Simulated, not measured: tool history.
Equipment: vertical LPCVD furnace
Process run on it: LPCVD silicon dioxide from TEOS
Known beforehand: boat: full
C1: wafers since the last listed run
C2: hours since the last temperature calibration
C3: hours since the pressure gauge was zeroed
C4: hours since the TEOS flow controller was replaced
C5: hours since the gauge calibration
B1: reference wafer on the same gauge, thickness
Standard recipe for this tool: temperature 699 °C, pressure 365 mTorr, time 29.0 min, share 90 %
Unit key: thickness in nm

run 1 day=0.000 | temperature=699 pressure=405 time=29.0 share=97 | C1=0 C2=3238.5 C3=2520.1 C4=4486.1 C5=122.6 | B1=290.93 | thickness=319.22
run 2 day=0.550 | temperature=699 pressure=365 time=29.0 share=90 | C1=176 C2=3251.7 C3=2533.3 C4=4499.3 C5=135.8 | B1=290.94 | thickness=291.52
run 3 day=1.738 | temperature=699 pressure=365 time=29.0 share=90 | C1=381 C2=3280.2 C3=2561.8 C4=4527.8 C5=164.3 | B1=290.94 | thickness=292.05
run 4 day=2.596 | temperature=699 pressure=365 time=29.0 share=90 | C1=275 C2=3300.8 C3=2582.4 C4=4548.4 C5=184.9 | B1=291.01 | thickness=292.76
run 5 day=4.083 | temperature=699 pressure=365 time=29.0 share=90 | C1=477 C2=3336.5 C3=2618.1 C4=4584.1 C5=220.6 | B1=291.04 | thickness=293.06
run 6 day=4.646 | temperature=699 pressure=365 time=29.0 share=90 | C1=180 C2=3350.0 C3=2631.6 C4=4597.6 C5=234.1 | B1=291.00 | thickness=292.87
run 7 day=5.712 | temperature=699 pressure=365 time=29.0 share=90 | C1=342 C2=3375.6 C3=2657.2 C4=4623.2 C5=259.7 | B1=291.04 | thickness=294.02
run 8 day=6.383 | temperature=699 pressure=365 time=29.0 share=90 | C1=215 C2=3391.7 C3=2673.3 C4=4639.3 C5=275.8 | B1=290.98 | thickness=293.41
run 9 day=6.954 | temperature=699 pressure=365 time=29.0 share=90 | C1=183 C2=3405.4 C3=2687.0 C4=4653.0 C5=289.5 | B1=291.02 | thickness=293.26
run 10 day=7.858 | temperature=699 pressure=365 time=29.0 share=90 | C1=290 C2=3427.1 C3=2708.7 C4=4674.7 C5=311.2 | B1=291.01 | thickness=294.38
run 11 day=9.221 | temperature=699 pressure=365 time=29.0 share=90 | C1=437 C2=3459.8 C3=2741.4 C4=4707.4 C5=343.9 | B1=290.96 | thickness=294.99
run 12 day=9.725 | temperature=699 pressure=435 time=25.0 share=90 | C1=161 C2=3471.9 C3=2753.5 C4=4719.5 C5=356.0 | B1=291.04 | thickness=277.60
-- day=11.250 pressure gauge zeroed
run 13 day=11.271 | temperature=699 pressure=365 time=34.0 share=90 | C1=175 C2=3509.0 C3=0.5 C4=4756.6 C5=393.1 | B1=290.92 | thickness=346.08
run 14 day=11.562 | temperature=693 pressure=365 time=21.0 share=90 | C1=93 C2=3516.0 C3=7.5 C4=4763.6 C5=400.1 | B1=290.95 | thickness=186.30
-- day=11.900 gauge calibrated
-- day=12.808 TEOS flow controller replaced
-- day=12.912 thermocouples replaced and temperature profile calibrated
run 15 day=12.933 | temperature=699 pressure=365 time=24.5 share=90 | C1=86 C2=0.5 C3=40.4 C4=3.0 C5=24.8 | B1=290.98 | thickness=230.04
run 16 day=13.246 | temperature=699 pressure=410 time=26.0 share=90 | C1=100 C2=8.0 C3=47.9 C4=10.5 C5=32.3 | B1=291.05 | thickness=259.34
run 17 day=14.354 | temperature=699 pressure=365 time=29.0 share=90 | C1=356 C2=34.6 C3=74.5 C4=37.1 C5=58.9 | B1=291.01 | thickness=273.02
run 18 day=15.496 | temperature=702 pressure=410 time=29.0 share=78 | C1=366 C2=62.0 C3=101.9 C4=64.5 C5=86.3 | B1=291.00 | thickness=288.32
run 19 day=16.796 | temperature=702 pressure=365 time=20.0 share=90 | C1=417 C2=93.2 C3=133.1 C4=95.7 C5=117.5 | B1=291.03 | thickness=201.56
run 20 day=17.679 | temperature=711 pressure=325 time=23.0 share=90 | C1=283 C2=114.4 C3=154.3 C4=116.9 C5=138.7 | B1=291.01 | thickness=269.12

Alternative continuations, all from the tool just after run 20; predict every row:
run A day=17.883 | temperature=699 pressure=410 time=29.0 share=90 | C1=65 C2=119.3 C3=159.2 C4=121.8 C5=143.6 | B1=? | thickness=?
run B day=17.883 | temperature=689 pressure=325 time=33.0 share=85 | C1=65 C2=119.3 C3=159.2 C4=121.8 C5=143.6 | B1=? | thickness=?
run C day=17.883 | temperature=705 pressure=415 time=29.0 share=97 | C1=65 C2=119.3 C3=159.2 C4=121.8 C5=143.6 | B1=? | thickness=?

run=A B1=290.97 thickness=289.73
run=B B1=290.97 thickness=225.46
run=C B1=290.97 thickness=347.68
Without the tool's hidden state the same runs would have given:
run=A thickness=286.53
run=B thickness=222.91
run=C thickness=343.89

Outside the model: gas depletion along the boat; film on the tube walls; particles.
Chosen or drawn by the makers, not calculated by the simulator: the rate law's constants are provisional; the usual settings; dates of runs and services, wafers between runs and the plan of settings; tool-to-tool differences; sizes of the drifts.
